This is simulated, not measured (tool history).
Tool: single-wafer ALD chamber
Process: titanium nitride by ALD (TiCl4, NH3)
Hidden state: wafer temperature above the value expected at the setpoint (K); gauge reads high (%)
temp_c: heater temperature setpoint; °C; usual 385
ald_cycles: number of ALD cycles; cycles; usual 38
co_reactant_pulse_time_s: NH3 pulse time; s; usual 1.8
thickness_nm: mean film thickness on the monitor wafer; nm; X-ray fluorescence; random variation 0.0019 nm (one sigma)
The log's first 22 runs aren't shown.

| run | hour | temp_c | ald_cycles | co_reactant_pulse_time_s | wafers since the last listed run | hours since the last thermocouple change | hours since the showerhead was replaced | hours since the gauge calibration | read-back reference wafer on the same gauge, thickness_nm | thickness_nm |
|---|---|---|---|---|---|---|---|---|---|---|
| 23 | 1180 | 385 | 38 | 1.8 | 127 | 122.2 | 562.8 | 1247.5 | 0.834 | 0.764 |
| 24 | 1215.2 | 385 | 38 | 2.48 | 147 | 157.4 | 598 | 1282.7 | 0.834 | 0.778 |
| 25 | 1249.5 | 372 | 43 | 2.03 | 143 | 191.7 | 632.3 | 1317 | 0.834 | 0.862 |
| 26 | 1286.6 | 373 | 34 | 2.35 | 155 | 228.8 | 669.4 | 1354.1 | 0.834 | 0.688 |
|  | 1329.1 | gauge calibrated |
| 27 | 1335.3 | 385 | 38 | 1.8 | 204 | 277.5 | 718.1 | 6.2 | 0.834 | 0.768 |
| 28 | 1373 | 385 | 38 | 2.28 | 158 | 315.2 | 755.8 | 43.9 | 0.834 | 0.774 |
| 29 | 1444.1 | 380 | 45 | 1.4 | 298 | 386.3 | 826.9 | 115 | 0.834 | 0.9 |
| 30 | 1478.3 | 385 | 35 | 1.8 | 143 | 420.5 | 861.1 | 149.2 | 0.834 | 0.703 |
| 31 | 1505.6 | 379 | 38 | 1.35 | 114 | 447.8 | 888.4 | 176.5 | 0.834 | 0.757 |
| 32 | 1552.3 | 385 | 38 | 1.8 | 195 | 494.5 | 935.1 | 223.2 | 0.833 | 0.766 |
| 33 | 1612.5 | 391 | 38 | 1.23 | 252 | 554.7 | 995.3 | 283.4 | 0.834 | 0.768 |
| 34 | 1646 | 378 | 42 | 2.01 | 140 | 588.2 | 1028.8 | 316.9 | 0.834 | 0.848 |
| 35 | 1671.5 | 385 | 38 | 1.8 | 106 | 613.7 | 1054.3 | 342.4 | 0.834 | 0.77 |
| 36 | 1708.6 | 373 | 34 | 1.54 | 155 | 650.8 | 1091.4 | 379.5 | 0.834 | 0.675 |
| 37 | 1763.8 | 385 | 38 | 1.8 | 231 | 706 | 1146.6 | 434.7 | 0.834 | 0.768 |
| 38 | 1803.5 | 385 | 38 | 2.05 | 166 | 745.7 | 1186.3 | 474.4 | 0.834 | 0.773 |
| 39 | 1856.8 | 393 | 32 | 2.34 | 223 | 799 | 1239.6 | 527.7 | 0.834 | 0.656 |
| 40 | 1908.5 | 385 | 43 | 1.8 | 216 | 850.7 | 1291.3 | 579.4 | 0.835 | 0.868 |

Forecast each of these 4 alternatives for the next run:
| A | 1909 | 385 | 38 | 2.08 | 2 | 851.2 | 1291.8 | 579.9 | ? | ? |
| B | 1909 | 399 | 32 | 2.49 | 2 | 851.2 | 1291.8 | 579.9 | ? | ? |
| C | 1909 | 385 | 41 | 1.47 | 2 | 851.2 | 1291.8 | 579.9 | ? | ? |
| D | 1909 | 373 | 44 | 1.8 | 2 | 851.2 | 1291.8 | 579.9 | ? | ? |

| run | read-back reference wafer on the same gauge, thickness_nm | thickness_nm |
|---|---|---|
| A | 0.833 | 0.771 |
| B | 0.833 | 0.66 |
| C | 0.833 | 0.824 |
| D | 0.833 | 0.879 |
Without the tool's hidden state the same runs would have given:
| run | thickness_nm |
|---|---|
| A | 0.771 |
| B | 0.66 |
| C | 0.824 |
| D | 0.879 |
